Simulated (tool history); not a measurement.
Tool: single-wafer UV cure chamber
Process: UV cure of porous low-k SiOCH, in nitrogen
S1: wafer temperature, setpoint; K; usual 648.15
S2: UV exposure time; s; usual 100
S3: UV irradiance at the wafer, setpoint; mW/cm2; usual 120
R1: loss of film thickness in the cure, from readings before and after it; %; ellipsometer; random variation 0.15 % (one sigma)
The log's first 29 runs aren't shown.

{"run": 30, "hour": 445.3, "S1": 648.15, "S2": 80, "S3": 152, "R1": 8.747}
{"run": 31, "hour": 454.3, "S1": 630.15, "S2": 125, "S3": 132, "R1": 9.73}
{"run": 32, "hour": 464.5, "S1": 633.15, "S2": 145, "S3": 148, "R1": 11.29}
{"run": 33, "hour": 470.8, "S1": 631.15, "S2": 125, "S3": 133, "R1": 10.421}
{"run": 34, "hour": 477.2, "S1": 634.15, "S2": 135, "S3": 120, "R1": 10.055}
{"run": 35, "hour": 488.9, "S1": 648.15, "S2": 100, "S3": 120, "R1": 8.962}
{"run": 36, "hour": 501.4, "S1": 666.15, "S2": 65, "S3": 82, "R1": 5.722}
{"run": 37, "hour": 514.4, "S1": 636.15, "S2": 50, "S3": 87, "R1": 4.671}
{"run": 38, "hour": 523.4, "S1": 665.15, "S2": 100, "S3": 155, "R1": 9.991}
{"run": 39, "hour": 532.1, "S1": 648.15, "S2": 65, "S3": 109, "R1": 6.729}
{"run": 40, "hour": 575.5, "S1": 654.15, "S2": 100, "S3": 120, "R1": 9.188}
{"run": 41, "hour": 585.4, "S1": 660.15, "S2": 100, "S3": 109, "R1": 8.61}

5 ways to go on from here, each from the tool as it stands after run 41. What would each give?
{"run": "A", "hour": 585.9, "S1": 648.15, "S2": 100, "S3": 120, "R1": "?"}
{"run": "B", "hour": 585.9, "S1": 663.15, "S2": 50, "S3": 120, "R1": "?"}
{"run": "C", "hour": 585.9, "S1": 631.15, "S2": 150, "S3": 85, "R1": "?"}
{"run": "D", "hour": 585.9, "S1": 665.15, "S2": 155, "S3": 94, "R1": "?"}
{"run": "E", "hour": 585.9, "S1": 648.15, "S2": 120, "S3": 91, "R1": "?"}

run=A R1=8.883
run=B R1=6.229
run=C R1=8.832
run=D R1=10.053
run=E R1=8.471
Without the tool's hidden state the same runs would have given:
run=A R1=8.883
run=B R1=6.229
run=C R1=8.832
run=D R1=10.053
run=E R1=8.471

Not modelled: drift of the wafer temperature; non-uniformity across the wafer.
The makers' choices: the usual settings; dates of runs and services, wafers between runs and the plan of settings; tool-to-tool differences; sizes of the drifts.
